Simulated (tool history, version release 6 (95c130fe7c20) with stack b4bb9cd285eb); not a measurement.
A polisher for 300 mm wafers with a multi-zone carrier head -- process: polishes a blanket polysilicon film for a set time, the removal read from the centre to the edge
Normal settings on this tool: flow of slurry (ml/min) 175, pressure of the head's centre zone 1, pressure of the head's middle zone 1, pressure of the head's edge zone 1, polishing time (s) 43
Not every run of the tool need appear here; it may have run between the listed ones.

| run | hour | flow of slurry (ml/min) | pressure of the head's centre zone | pressure of the head's middle zone | pressure of the head's edge zone | polishing time (s) | incoming thickness of the incoming film, nm | film removed at the wafer's centre (Å) | film removed at mid-radius (Å) | film removed at the wafer's edge (Å) |
|---|---|---|---|---|---|---|---|---|---|---|
| 1 | 0 | 175 | 1 | 1 | 0.88 | 43 | 2086.3 | 2295 | 2196 | 2015 |
| 2 | 29.4 | 195 | 1 | 1 | 0.91 | 43 | 2076.6 | 2353 | 2219 | 2054 |
| 3 | 41.4 | 205 | 1 | 0.95 | 1.1 | 43 | 2049.1 | 2392 | 2192 | 2306 |
| 4 | 53.6 | 175 | 1 | 1 | 1 | 43 | 2090.6 | 2320 | 2125 | 2122 |
|  | 64.6 | centre zone pressure recalibrated |
|  | 106.5 | slurry nozzle cleaned |
|  | 128.5 | carrier head's membrane replaced by a new one |
| 5 | 139.4 | 175 | 1 | 1 | 1 | 36 | 2071.1 | 1760 | 1836 | 1794 |
| 6 | 159.3 | 160 | 1.06 | 1 | 0.95 | 49 | 2033.1 | 2556 | 2463 | 2408 |
| 7 | 182.8 | 175 | 1 | 0.89 | 0.93 | 33 | 2068.9 | 1623 | 1496 | 1556 |
| 8 | 199.8 | 175 | 0.93 | 0.96 | 0.96 | 43 | 2093.1 | 1950 | 2157 | 2128 |
|  | 217.2 | worn pad replaced by a new one |
| 9 | 217.7 | 175 | 1 | 1 | 1 | 43 | 2073.3 | 2124 | 2179 | 2105 |
| 10 | 235.5 | 195 | 0.92 | 1 | 1 | 43 | 2075.4 | 1965 | 2291 | 2161 |
| 11 | 260.5 | 220 | 1 | 1 | 1 | 43 | 2037 | 2277 | 2305 | 2247 |
| 12 | 281.1 | 175 | 1 | 1 | 1 | 43 | 2104.5 | 2170 | 2150 | 2119 |
| 13 | 293.7 | 155 | 1 | 0.97 | 1.04 | 33 | 2059.4 | 1586 | 1575 | 1609 |
| 14 | 306.5 | 175 | 1 | 1 | 1 | 43 | 2036.7 | 2107 | 2194 | 2166 |
| 15 | 320.6 | 175 | 1 | 1 | 1 | 43 | 2084.6 | 2163 | 2191 | 2153 |
|  | 341.2 | edge zone pressure recalibrated |
|  | 354 | slurry nozzle cleaned |
| 16 | 356.6 | 200 | 1 | 1 | 1.11 | 43 | 2070.1 | 2222 | 2274 | 2244 |
| 17 | 374 | 175 | 1 | 1 | 1.09 | 43 | 2081.6 | 2103 | 2176 | 2223 |

Forecast run 18:
| 18 | 399.4 | 175 | 1 | 1 | 0.96 | 43 | 2056.8 | ? | ? | ? |

Run 18 produced film removed at the wafer's centre (Å) 2068, film removed at mid-radius (Å) 2238, film removed at the wafer's edge (Å) 2061.
Minus the tool's unlogged condition, the same run would have read film removed at the wafer's centre (Å) 2049, film removed at mid-radius (Å) 2238, film removed at the wafer's edge (Å) 2061.
